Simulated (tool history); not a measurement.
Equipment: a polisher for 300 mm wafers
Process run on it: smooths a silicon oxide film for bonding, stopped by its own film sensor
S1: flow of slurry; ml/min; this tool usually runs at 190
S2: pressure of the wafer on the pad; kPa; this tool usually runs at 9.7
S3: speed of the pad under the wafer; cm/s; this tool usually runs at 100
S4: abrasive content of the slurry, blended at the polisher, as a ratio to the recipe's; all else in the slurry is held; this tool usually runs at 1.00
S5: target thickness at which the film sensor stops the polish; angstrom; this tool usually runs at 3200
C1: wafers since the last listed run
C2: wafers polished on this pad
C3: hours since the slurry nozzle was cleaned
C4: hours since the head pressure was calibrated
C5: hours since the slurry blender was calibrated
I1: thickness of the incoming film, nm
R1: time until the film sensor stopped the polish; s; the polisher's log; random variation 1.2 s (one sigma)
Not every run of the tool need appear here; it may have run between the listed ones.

run 1 day=0.000 | S1=190 S2=9.7 S3=100 S4=1.00 S5=3200 | C1=0 C2=729 C3=14.0 C4=864.8 C5=58.2 | I1=397.1 | R1=145.7
run 2 day=1.083 | S1=190 S2=9.7 S3=100 S4=1.00 S5=3200 | C1=183 C2=913 C3=40.0 C4=890.8 C5=84.2 | I1=384.6 | R1=125.6
run 3 day=2.479 | S1=150 S2=11.7 S3=100 S4=1.00 S5=3200 | C1=236 C2=1150 C3=73.5 C4=924.3 C5=117.7 | I1=389.6 | R1=114.1
-- day=2.871 head pressure recalibrated
run 4 day=3.762 | S1=150 S2=11.7 S3=100 S4=1.00 S5=3200 | C1=203 C2=1353 C3=104.3 C4=21.4 C5=148.5 | I1=388.6 | R1=113.3
run 5 day=4.496 | S1=150 S2=11.7 S3=100 S4=1.00 S5=3200 | C1=124 C2=1477 C3=121.9 C4=39.0 C5=166.1 | I1=388.5 | R1=115.3
-- day=4.842 worn pad replaced by a new one
run 6 day=5.296 | S1=190 S2=12.4 S3=100 S4=1.00 S5=3200 | C1=107 C2=76 C3=141.1 C4=58.2 C5=185.3 | I1=393.8 | R1=98.4
run 7 day=6.400 | S1=190 S2=9.7 S3=100 S4=1.00 S5=3320 | C1=187 C2=263 C3=167.6 C4=84.7 C5=211.8 | I1=386.1 | R1=99.6
run 8 day=7.138 | S1=190 S2=9.7 S3=100 S4=1.00 S5=3350 | C1=124 C2=388 C3=185.3 C4=102.4 C5=229.5 | I1=383.4 | R1=89.3
run 9 day=7.825 | S1=190 S2=9.7 S3=100 S4=1.00 S5=3200 | C1=116 C2=505 C3=201.8 C4=118.9 C5=246.0 | I1=384.7 | R1=119.8
run 10 day=8.967 | S1=190 S2=9.7 S3=100 S4=1.00 S5=3200 | C1=193 C2=698 C3=229.2 C4=146.3 C5=273.4 | I1=387.6 | R1=128.4
run 11 day=10.088 | S1=225 S2=11.0 S3=100 S4=1.00 S5=3040 | C1=189 C2=888 C3=256.1 C4=173.2 C5=300.3 | I1=384.2 | R1=131.5
run 12 day=11.333 | S1=190 S2=7.6 S3=100 S4=1.25 S5=3300 | C1=211 C2=1099 C3=286.0 C4=203.1 C5=330.2 | I1=392.8 | R1=135.8
run 13 day=11.962 | S1=190 S2=9.7 S3=132 S4=1.20 S5=3340 | C1=106 C2=1206 C3=301.1 C4=218.2 C5=345.3 | I1=393.5 | R1=84.1
-- day=12.908 slurry nozzle cleaned
-- day=13.083 slurry blender recalibrated
run 14 day=13.104 | S1=190 S2=10.3 S3=122 S4=1.00 S5=3200 | C1=172 C2=1378 C3=4.7 C4=245.6 C5=0.5 | I1=393.9 | R1=112.3
run 15 day=13.796 | S1=215 S2=7.6 S3=100 S4=0.90 S5=3200 | C1=117 C2=1495 C3=21.3 C4=262.2 C5=17.1 | I1=384.6 | R1=169.7
run 16 day=14.496 | S1=135 S2=9.7 S3=100 S4=1.00 S5=3200 | C1=118 C2=1614 C3=38.1 C4=279.0 C5=33.9 | I1=395.9 | R1=157.7
-- day=15.025 worn pad replaced by a new one
run 17 day=15.496 | S1=135 S2=11.0 S3=64 S4=1.00 S5=3430 | C1=141 C2=79 C3=62.1 C4=303.0 C5=57.9 | I1=391.4 | R1=113.1
run 18 day=16.312 | S1=210 S2=9.7 S3=100 S4=0.85 S5=3200 | C1=138 C2=217 C3=81.7 C4=322.6 C5=77.5 | I1=397.2 | R1=154.1
run 19 day=16.988 | S1=190 S2=12.4 S3=82 S4=1.00 S5=3200 | C1=114 C2=332 C3=97.9 C4=338.8 C5=93.7 | I1=386.0 | R1=108.4
run 20 day=17.933 | S1=190 S2=9.7 S3=100 S4=1.00 S5=3200 | C1=160 C2=492 C3=120.6 C4=361.5 C5=116.4 | I1=390.0 | R1=128.4
run 21 day=18.604 | S1=190 S2=6.9 S3=114 S4=1.00 S5=3200 | C1=113 C2=606 C3=136.7 C4=377.6 C5=132.5 | I1=389.3 | R1=162.0
run 22 day=20.017 | S1=190 S2=9.7 S3=100 S4=1.15 S5=3410 | C1=239 C2=845 C3=170.6 C4=411.5 C5=166.4 | I1=395.8 | R1=93.4
run 23 day=21.279 | S1=220 S2=9.7 S3=64 S4=1.00 S5=3200 | C1=213 C2=1059 C3=200.9 C4=441.8 C5=196.7 | I1=396.9 | R1=205.0
run 24 day=21.812 | S1=190 S2=9.7 S3=100 S4=1.00 S5=3200 | C1=90 C2=1150 C3=213.7 C4=454.6 C5=209.5 | I1=394.3 | R1=144.9
run 25 day=22.438 | S1=190 S2=12.4 S3=82 S4=1.00 S5=3200 | C1=105 C2=1255 C3=228.7 C4=469.6 C5=224.5 | I1=390.1 | R1=123.2
run 26 day=23.571 | S1=190 S2=9.7 S3=128 S4=1.00 S5=3200 | C1=192 C2=1447 C3=255.9 C4=496.8 C5=251.7 | I1=385.8 | R1=103.5
-- day=24.842 worn pad replaced by a new one
run 27 day=24.983 | S1=190 S2=7.6 S3=100 S4=1.00 S5=3200 | C1=211 C2=24 C3=289.8 C4=530.7 C5=285.6 | I1=388.6 | R1=150.1
-- day=25.942 slurry blender recalibrated
-- day=26.050 slurry nozzle cleaned
run 28 day=26.421 | S1=170 S2=12.4 S3=84 S4=1.20 S5=3200 | C1=222 C2=246 C3=8.9 C4=565.2 C5=11.5 | I1=385.8 | R1=95.1
run 29 day=27.492 | S1=140 S2=9.7 S3=74 S4=1.00 S5=3200 | C1=181 C2=428 C3=34.6 C4=590.9 C5=37.2 | I1=385.4 | R1=159.8

Alternative continuations, all from the tool just after run 29; predict every row:
run A day=27.512 | S1=190 S2=11.0 S3=100 S4=1.00 S5=3200 | C1=3 C2=431 C3=35.1 C4=591.4 C5=37.7 | I1=388.6 | R1=?
run B day=27.512 | S1=255 S2=11.0 S3=70 S4=1.25 S5=3200 | C1=3 C2=431 C3=35.1 C4=591.4 C5=37.7 | I1=388.6 | R1=?
run C day=27.512 | S1=190 S2=9.7 S3=100 S4=0.90 S5=3070 | C1=3 C2=431 C3=35.1 C4=591.4 C5=37.7 | I1=388.6 | R1=?
run D day=27.512 | S1=190 S2=9.7 S3=72 S4=1.00 S5=3120 | C1=3 C2=431 C3=35.1 C4=591.4 C5=37.7 | I1=388.6 | R1=?
run E day=27.512 | S1=160 S2=7.6 S3=64 S4=1.00 S5=2990 | C1=3 C2=431 C3=35.1 C4=591.4 C5=37.7 | I1=388.6 | R1=?

run=A R1=108.1
run=B R1=122.6
run=C R1=157.7
run=D R1=179.4
run=E R1=300.8
With no hidden state in the tool, these same runs would have given:
run=A R1=101.0
run=B R1=114.5
run=C R1=147.3
run=D R1=167.6
run=E R1=281.1
